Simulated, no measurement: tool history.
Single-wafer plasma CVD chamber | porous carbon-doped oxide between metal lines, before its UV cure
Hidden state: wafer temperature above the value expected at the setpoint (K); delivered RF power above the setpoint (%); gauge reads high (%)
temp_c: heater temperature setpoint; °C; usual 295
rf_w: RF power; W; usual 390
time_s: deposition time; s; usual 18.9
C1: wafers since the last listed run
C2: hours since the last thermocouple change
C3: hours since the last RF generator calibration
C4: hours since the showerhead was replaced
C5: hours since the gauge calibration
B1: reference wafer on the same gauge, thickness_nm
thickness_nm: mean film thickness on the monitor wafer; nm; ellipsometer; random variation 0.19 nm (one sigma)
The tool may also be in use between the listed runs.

run 1 hour=0.0 | temp_c=286 rf_w=390 time_s=21.0 | C1=0 C2=1839.6 C3=1471.9 C4=5321.7 C5=59.5 | B1=79.650 | thickness_nm=105.162
run 2 hour=16.9 | temp_c=295 rf_w=390 time_s=18.9 | C1=358 C2=1856.5 C3=1488.8 C4=5338.6 C5=76.4 | B1=79.646 | thickness_nm=88.905
run 3 hour=34.2 | temp_c=295 rf_w=390 time_s=18.9 | C1=366 C2=1873.8 C3=1506.1 C4=5355.9 C5=93.7 | B1=79.702 | thickness_nm=89.014
run 4 hour=45.7 | temp_c=295 rf_w=390 time_s=18.9 | C1=243 C2=1885.3 C3=1517.6 C4=5367.4 C5=105.2 | B1=79.695 | thickness_nm=89.293
-- hour=52.4 gauge calibrated
-- hour=80.4 showerhead replaced, of another model than before
-- hour=94.4 RF generator calibrated
run 5 hour=99.5 | temp_c=295 rf_w=390 time_s=18.9 | C1=801 C2=1939.1 C3=5.1 C4=19.1 C5=47.1 | B1=79.731 | thickness_nm=95.558
run 6 hour=115.3 | temp_c=295 rf_w=390 time_s=18.9 | C1=334 C2=1954.9 C3=20.9 C4=34.9 C5=62.9 | B1=79.728 | thickness_nm=95.422
run 7 hour=126.2 | temp_c=295 rf_w=365 time_s=17.0 | C1=230 C2=1965.8 C3=31.8 C4=45.8 C5=73.8 | B1=79.652 | thickness_nm=83.456
-- hour=140.1 thermocouple changed; heater temperature recalibrated
run 8 hour=140.6 | temp_c=289 rf_w=460 time_s=18.9 | C1=135 C2=0.5 C3=46.2 C4=60.2 C5=88.2 | B1=79.738 | thickness_nm=108.039
-- hour=162.6 gauge calibrated
run 9 hour=166.2 | temp_c=295 rf_w=340 time_s=18.9 | C1=542 C2=26.1 C3=71.8 C4=85.8 C5=3.6 | B1=79.717 | thickness_nm=89.496
run 10 hour=176.6 | temp_c=295 rf_w=390 time_s=18.9 | C1=220 C2=36.5 C3=82.2 C4=96.2 C5=14.0 | B1=79.753 | thickness_nm=95.647
run 11 hour=187.3 | temp_c=287 rf_w=455 time_s=17.4 | C1=226 C2=47.2 C3=92.9 C4=106.9 C5=24.7 | B1=79.750 | thickness_nm=99.935
run 12 hour=197.8 | temp_c=306 rf_w=315 time_s=21.3 | C1=222 C2=57.7 C3=103.4 C4=117.4 C5=35.2 | B1=79.621 | thickness_nm=90.486

The next listed run, before its measurement:
run 13 hour=205.6 | temp_c=281 rf_w=390 time_s=17.9 | C1=165 C2=65.5 C3=111.2 C4=125.2 C5=43.0 | B1=? | thickness_nm=?

B1: 79.667
thickness_nm: 99.889 nm
Without the tool's hidden state the same run would have given thickness_nm 99.961 nm.
